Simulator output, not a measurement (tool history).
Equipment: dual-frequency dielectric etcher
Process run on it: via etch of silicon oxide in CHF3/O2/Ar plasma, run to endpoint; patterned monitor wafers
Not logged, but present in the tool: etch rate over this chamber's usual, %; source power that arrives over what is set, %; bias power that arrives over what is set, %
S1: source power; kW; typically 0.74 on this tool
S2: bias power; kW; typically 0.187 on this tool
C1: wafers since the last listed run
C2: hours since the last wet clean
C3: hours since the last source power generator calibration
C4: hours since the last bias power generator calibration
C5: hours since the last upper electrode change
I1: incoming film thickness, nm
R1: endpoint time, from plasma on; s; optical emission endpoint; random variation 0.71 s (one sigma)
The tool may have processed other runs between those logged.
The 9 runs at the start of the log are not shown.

run 10 hour=736.4 | S1=0.74 S2=0.187 | C1=121 C2=214.6 C3=4108.3 C4=4668 C5=4804.1 | I1=490.8 | R1=217.7
run 11 hour=794.9 | S1=0.74 S2=0.187 | C1=154 C2=273.1 C3=4166.8 C4=4726.5 C5=4862.6 | I1=489.9 | R1=218.4
run 12 hour=868 | S1=0.74 S2=0.187 | C1=193 C2=346.2 C3=4239.9 C4=4799.6 C5=4935.7 | I1=495.8 | R1=222.8
run 13 hour=1130.3 | S1=0.74 S2=0.187 | C1=693 C2=608.5 C3=4502.2 C4=5061.9 C5=5198 | I1=493.8 | R1=223.2
-- hour=1162.4 wet clean of the chamber
run 14 hour=1214.6 | S1=0.89 S2=0.187 | C1=159 C2=52.2 C3=4586.5 C4=5146.2 C5=5282.3 | I1=495.5 | R1=203
run 15 hour=1272 | S1=0.74 S2=0.187 | C1=151 C2=109.6 C3=4643.9 C4=5203.6 C5=5339.7 | I1=495.8 | R1=221.1
run 16 hour=1372.8 | S1=0.87 S2=0.145 | C1=266 C2=210.4 C3=4744.7 C4=5304.4 C5=5440.5 | I1=490.4 | R1=222.1
run 17 hour=1415.8 | S1=0.74 S2=0.187 | C1=113 C2=253.4 C3=4787.7 C4=5347.4 C5=5483.5 | I1=488.9 | R1=218.8
-- hour=1473.9 upper electrode replaced
run 18 hour=1488.1 | S1=0.69 S2=0.147 | C1=127 C2=325.7 C3=4860 C4=5419.7 C5=14.2 | I1=492.9 | R1=245.9
-- hour=1505.4 bias power generator calibrated
-- hour=1558.8 source power generator calibrated
run 19 hour=1595.6 | S1=0.74 S2=0.187 | C1=262 C2=433.2 C3=36.8 C4=90.2 C5=121.7 | I1=497.5 | R1=224.7
run 20 hour=1698.1 | S1=0.74 S2=0.187 | C1=270 C2=535.7 C3=139.3 C4=192.7 C5=224.2 | I1=490.7 | R1=223.3
-- hour=1759.8 wet clean of the chamber
run 21 hour=1760.3 | S1=0.74 S2=0.187 | C1=100 C2=0.5 C3=201.5 C4=254.9 C5=286.4 | I1=496.1 | R1=218.9
run 22 hour=1837.4 | S1=0.58 S2=0.2 | C1=203 C2=77.6 C3=278.6 C4=332 C5=363.5 | I1=491.9 | R1=234.7
run 23 hour=1875.4 | S1=0.74 S2=0.187 | C1=100 C2=115.6 C3=316.6 C4=370 C5=401.5 | I1=496.9 | R1=220.3
run 24 hour=1944.2 | S1=0.57 S2=0.217 | C1=181 C2=184.4 C3=385.4 C4=438.8 C5=470.3 | I1=497.5 | R1=234.4
run 25 hour=1990.7 | S1=0.82 S2=0.224 | C1=122 C2=230.9 C3=431.9 C4=485.3 C5=516.8 | I1=495.5 | R1=199.7
run 26 hour=2039.1 | S1=0.74 S2=0.223 | C1=127 C2=279.3 C3=480.3 C4=533.7 C5=565.2 | I1=495.8 | R1=209.5
run 27 hour=2126.6 | S1=0.74 S2=0.187 | C1=231 C2=366.8 C3=567.8 C4=621.2 C5=652.7 | I1=499.1 | R1=225.5
run 28 hour=2174 | S1=0.58 S2=0.149 | C1=125 C2=414.2 C3=615.2 C4=668.6 C5=700.1 | I1=498 | R1=267.3
run 29 hour=2244.8 | S1=0.66 S2=0.164 | C1=187 C2=485 C3=686 C4=739.4 C5=770.9 | I1=497.2 | R1=245.2
run 30 hour=2295.5 | S1=0.74 S2=0.187 | C1=133 C2=535.7 C3=736.7 C4=790.1 C5=821.6 | I1=497.7 | R1=224.9
run 31 hour=2400 | S1=0.74 S2=0.187 | C1=276 C2=640.2 C3=841.2 C4=894.6 C5=926.1 | I1=491 | R1=223.3
-- hour=2452.4 wet clean of the chamber
run 32 hour=2480.8 | S1=0.84 S2=0.187 | C1=150 C2=28.4 C3=922 C4=975.4 C5=1006.9 | I1=493.8 | R1=208
run 33 hour=2554.3 | S1=0.87 S2=0.226 | C1=194 C2=101.9 C3=995.5 C4=1048.9 C5=1080.4 | I1=496.6 | R1=194.3
run 34 hour=2645 | S1=0.6 S2=0.187 | C1=239 C2=192.6 C3=1086.2 C4=1139.6 C5=1171.1 | I1=493.7 | R1=240.4

Here are 5 independent what-if runs from the current tool condition. What would each one return?
run A hour=2645.5 | S1=0.74 S2=0.222 | C1=1 C2=193.1 C3=1086.7 C4=1140.1 C5=1171.6 | I1=497.6 | R1=?
run B hour=2645.5 | S1=0.69 S2=0.159 | C1=1 C2=193.1 C3=1086.7 C4=1140.1 C5=1171.6 | I1=497.6 | R1=?
run C hour=2645.5 | S1=0.74 S2=0.231 | C1=1 C2=193.1 C3=1086.7 C4=1140.1 C5=1171.6 | I1=497.6 | R1=?
run D hour=2645.5 | S1=0.84 S2=0.216 | C1=1 C2=193.1 C3=1086.7 C4=1140.1 C5=1171.6 | I1=497.6 | R1=?
run E hour=2645.5 | S1=0.92 S2=0.215 | C1=1 C2=193.1 C3=1086.7 C4=1140.1 C5=1171.6 | I1=497.6 | R1=?

run=A R1=209.7
run=B R1=240.8
run=C R1=206.8
run=D R1=201.1
run=E R1=194.3
The same runs, with their run-to-run variation unchanged, on a tool lacking any hidden condition would have given:
run=A R1=207.2
run=B R1=238
run=C R1=204.4
run=D R1=198.8
run=E R1=192
